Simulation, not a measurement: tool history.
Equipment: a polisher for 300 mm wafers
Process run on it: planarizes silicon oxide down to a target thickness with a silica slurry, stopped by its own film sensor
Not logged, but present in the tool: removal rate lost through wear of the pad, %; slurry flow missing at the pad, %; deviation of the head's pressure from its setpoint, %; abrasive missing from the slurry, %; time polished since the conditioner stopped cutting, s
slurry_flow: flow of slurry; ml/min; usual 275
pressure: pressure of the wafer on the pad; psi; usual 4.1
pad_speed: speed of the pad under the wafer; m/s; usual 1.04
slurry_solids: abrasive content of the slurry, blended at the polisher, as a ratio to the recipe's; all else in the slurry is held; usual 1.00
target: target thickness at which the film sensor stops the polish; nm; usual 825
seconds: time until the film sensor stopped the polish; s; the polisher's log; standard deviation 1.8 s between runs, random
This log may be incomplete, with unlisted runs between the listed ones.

| run | hour | slurry_flow | pressure | pad_speed | slurry_solids | target | wafers since the last listed run | wafers polished on this pad | hours since the slurry nozzle was cleaned | hours since the head pressure was calibrated | hours since the slurry blender was calibrated | hours since the conditioning disc was replaced | incoming thickness of the incoming film, nm | seconds |
|---|---|---|---|---|---|---|---|---|---|---|---|---|---|---|
| 1 | 0.0 | 275 | 4.1 | 1.28 | 1.00 | 825 | 0 | 3529 | 199.1 | 322.1 | 350.3 | 112.0 | 1085.9 | 83.5 |
|  | 15.0 | slurry blender recalibrated |
| 2 | 45.6 | 275 | 4.1 | 1.04 | 1.00 | 852 | 466 | 3996 | 244.7 | 367.7 | 30.6 | 157.6 | 1099.0 | 93.8 |
|  | 107.6 | worn pad replaced by a new one |
| 3 | 126.9 | 275 | 4.1 | 1.04 | 1.00 | 749 | 827 | 206 | 326.0 | 449.0 | 111.9 | 238.9 | 1104.8 | 138.9 |
|  | 207.8 | slurry nozzle cleaned |
|  | 254.3 | conditioning disc replaced and pad reconditioned |
|  | 318.3 | head pressure recalibrated |
| 4 | 379.4 | 305 | 4.1 | 1.04 | 1.00 | 825 | 2650 | 2856 | 171.6 | 61.1 | 364.4 | 125.1 | 1100.4 | 96.4 |
|  | 390.9 | slurry blender recalibrated |
| 5 | 479.8 | 305 | 4.1 | 1.04 | 1.00 | 825 | 1053 | 3910 | 272.0 | 161.5 | 88.9 | 225.5 | 1075.4 | 92.2 |
| 6 | 525.6 | 305 | 4.1 | 1.04 | 1.00 | 825 | 490 | 4400 | 317.8 | 207.3 | 134.7 | 271.3 | 1103.6 | 104.4 |
|  | 554.8 | worn pad replaced by a new one |
| 7 | 573.1 | 275 | 4.1 | 1.04 | 0.85 | 825 | 465 | 195 | 365.3 | 254.8 | 182.2 | 318.8 | 1099.9 | 107.3 |
|  | 617.5 | conditioning disc replaced and pad reconditioned |
|  | 628.2 | slurry nozzle cleaned |
| 8 | 631.7 | 275 | 4.1 | 1.04 | 0.85 | 825 | 595 | 791 | 3.5 | 313.4 | 240.8 | 14.2 | 1123.1 | 111.3 |
| 9 | 676.2 | 275 | 4.1 | 1.04 | 0.85 | 825 | 476 | 1267 | 48.0 | 357.9 | 285.3 | 58.7 | 1102.7 | 104.7 |
|  | 742.6 | slurry blender recalibrated |
| 10 | 756.5 | 205 | 4.7 | 1.04 | 1.00 | 825 | 838 | 2105 | 128.3 | 438.2 | 13.9 | 139.0 | 1103.8 | 92.1 |
| 11 | 822.2 | 205 | 4.7 | 1.04 | 1.00 | 825 | 703 | 2809 | 194.0 | 503.9 | 79.6 | 204.7 | 1098.5 | 90.4 |
|  | 892.2 | head pressure recalibrated |
| 12 | 925.9 | 205 | 4.7 | 1.04 | 1.00 | 825 | 1088 | 3898 | 297.7 | 33.7 | 183.3 | 308.4 | 1078.6 | 87.4 |
|  | 966.3 | worn pad replaced by a new one |
|  | 968.4 | conditioning disc replaced and pad reconditioned |
|  | 979.0 | slurry nozzle cleaned |
| 13 | 1009.9 | 305 | 4.1 | 1.04 | 1.00 | 825 | 824 | 434 | 30.9 | 117.7 | 267.3 | 41.5 | 1100.8 | 94.9 |
| 14 | 1084.8 | 275 | 4.1 | 1.20 | 1.00 | 783 | 801 | 1236 | 105.8 | 192.6 | 342.2 | 116.4 | 1098.9 | 102.7 |
| 15 | 1130.0 | 275 | 4.1 | 1.04 | 1.00 | 825 | 483 | 1720 | 151.0 | 237.8 | 387.4 | 161.6 | 1106.3 | 104.4 |
|  | 1146.1 | slurry blender recalibrated |
| 16 | 1232.8 | 275 | 2.7 | 1.04 | 1.00 | 755 | 1079 | 2799 | 253.8 | 340.6 | 86.7 | 264.4 | 1094.8 | 182.9 |
| 17 | 1304.3 | 275 | 4.1 | 1.04 | 1.15 | 825 | 765 | 3565 | 325.3 | 412.1 | 158.2 | 335.9 | 1100.8 | 104.1 |

What does the tool deliver on the next run?
|  | 1333.9 | conditioning disc replaced and pad reconditioned |
| 18 | 1350.6 | 275 | 4.1 | 1.04 | 1.00 | 825 | 474 | 4039 | 371.6 | 458.4 | 204.5 | 16.7 | 1089.6 | ? |

{"run 18": {"seconds": 91.2}}
The same run, on a tool lacking any hidden state, would have yielded seconds 89.3 s.
